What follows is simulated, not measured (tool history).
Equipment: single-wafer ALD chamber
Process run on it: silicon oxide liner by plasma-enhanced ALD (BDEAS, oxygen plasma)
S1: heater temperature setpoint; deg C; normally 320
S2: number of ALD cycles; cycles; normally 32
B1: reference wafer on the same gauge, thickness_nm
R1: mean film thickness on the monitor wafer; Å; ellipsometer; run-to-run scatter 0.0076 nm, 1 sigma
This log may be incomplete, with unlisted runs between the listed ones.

run     day   S1  S2     B1     R1
  1       0  320  32  3.451  30.49
  2   0.412  320  32  3.453  30.61
  3   0.783  320  32  3.459  30.79
  4   1.471  320  32  3.458  30.68
  5   1.958  320  32  3.461  30.64
  6    2.25  320  27  3.462  25.91
  7   2.917  320  37  3.466  35.52
  8   3.171  320  32  3.468  30.78
  9   3.458  320  32  3.471  30.85
 10   3.979  320  32  3.474  30.83
 11   4.717  320  32  3.478   30.8
      4.967  -- gauge calibrated
 12   5.121  325  32  3.439  30.43
 13   5.496  320  32  3.438  30.61
 14   5.946  320  32  3.439  30.41
 15   6.229  324  37   3.44  35.08
 16   6.796  315  36  3.442  34.63
 17   7.529  320  32   3.44  30.53
 18   7.921  306  30  3.442  29.21
      9.046  -- thermocouple changed; heater temperature recalibrated
 19   9.379  320  29  3.447  27.67
 20   9.946  332  32  3.444  30.22
 21  10.467  306  35   3.45  34.01
 22  11.108  320  32  3.453   30.6
 23  11.475  312  37  3.452  35.69
 24  11.883  320  32  3.455  30.72
 25  12.429  320  32  3.459   30.7
 26  12.683  305  30  3.459  29.28
 27  12.946  334  37  3.462  34.94
 28  14.842  311  32  3.471  31.03
     15.342  -- gauge calibrated
 29  15.562  320  26  3.438  24.66

Predict each of these 3 candidate next runs independently; none follows another, all start after run 29:
  A  15.579  320  35   ?   ?
  B  15.579  330  26   ?   ?
  C  15.579  313  37   ?   ?

run     B1     R1
  A  3.437  33.37
  B  3.437  24.47
  C  3.437  35.59
Stripped of hidden state, with their random variation kept, the same runs would have yielded:
run     R1
  A  33.38
  B  24.48
  C  35.61
